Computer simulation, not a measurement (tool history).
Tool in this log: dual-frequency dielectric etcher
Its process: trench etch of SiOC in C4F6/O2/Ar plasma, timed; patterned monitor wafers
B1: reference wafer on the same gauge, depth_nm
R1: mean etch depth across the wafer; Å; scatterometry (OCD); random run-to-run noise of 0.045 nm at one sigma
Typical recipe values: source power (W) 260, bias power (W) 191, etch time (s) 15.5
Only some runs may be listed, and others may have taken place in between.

Run 1, hour 0.0: usual settings but source power (W) 210, bias power (W) 209; B1 33.81. Result: R1 280.5 Å.
Run 2, hour 22.6: usual settings but source power (W) 210, bias power (W) 209; B1 33.80. Result: R1 280.3 Å.
Run 3, hour 32.5: usual settings but source power (W) 210, bias power (W) 209; B1 33.78. Result: R1 280.4 Å.
Run 4, hour 39.2: usual settings; B1 33.81. Result: R1 297.0 Å.
Run 5, hour 45.9: usual settings; B1 33.78. Result: R1 296.4 Å.
Run 6, hour 53.4: usual settings; B1 33.79. Result: R1 295.9 Å.
Run 7, hour 64.0: usual settings; B1 33.80. Result: R1 296.7 Å.
Run 8, hour 76.5: usual settings; B1 33.80. Result: R1 295.4 Å.
Run 9, hour 87.7: usual settings; B1 33.82. Result: R1 295.8 Å.
Run 10, hour 96.1: usual settings; B1 33.79. Result: R1 295.3 Å.
At hour 101.8: gauge calibrated.
Run 11, hour 109.2: usual settings but source power (W) 200, bias power (W) 205, etch time (s) 20.0; B1 33.80. Result: R1 348.9 Å.
Run 12, hour 125.2: usual settings; B1 33.79. Result: R1 295.4 Å.
At hour 151.1: source power generator calibrated.
Run 13, hour 151.6: usual settings but source power (W) 310, bias power (W) 143, etch time (s) 20.0; B1 33.79. Result: R1 356.8 Å.
At hour 169.2: bias power generator calibrated.
At hour 179.4: upper electrode replaced.
Run 14, hour 179.9: usual settings but source power (W) 220, etch time (s) 13.0; B1 33.81. Result: R1 228.1 Å.
Run 15, hour 180.2: usual settings but source power (W) 320, bias power (W) 235, etch time (s) 19.5; B1 33.80. Result: R1 447.2 Å.
Run 16, hour 182.4: usual settings but source power (W) 280, bias power (W) 165, etch time (s) 13.0; B1 33.78. Result: R1 237.4 Å.
At hour 206.5: wet clean of the chamber.
Run 17, hour 207.0: usual settings but etch time (s) 17.5; B1 33.81. Result: R1 340.3 Å.
Run 18, hour 212.7: usual settings but etch time (s) 20.0; B1 33.78. Result: R1 388.1 Å.
Run 19, hour 226.3: usual settings but bias power (W) 204, etch time (s) 13.5; B1 33.80. Result: R1 270.4 Å.
Run 20, hour 242.3: usual settings but bias power (W) 163, etch time (s) 12.0; B1 33.81. Result: R1 215.1 Å.
Run 21, hour 259.4: usual settings; B1 33.80. Result: R1 300.2 Å.

Forecast each of these 4 alternatives for the next run:
Run A, hour 259.8: usual settings; B1 ?. Result: R1 ?.
Run B, hour 259.8: usual settings but bias power (W) 164; B1 ?. Result: R1 ?.
Run C, hour 259.8: usual settings but bias power (W) 163, etch time (s) 13.0; B1 ?. Result: R1 ?.
Run D, hour 259.8: usual settings but source power (W) 230, bias power (W) 234, etch time (s) 11.0; B1 ?. Result: R1 ?.

run     B1     R1
  A  33.79  299.7
  B  33.79  278.2
  C  33.79  232.7
  D  33.79  221.3
Take away the tool's hidden state, keep each run's random variation, and the runs would have read:
run     R1
  A  300.4
  B  278.9
  C  233.2
  D  221.8
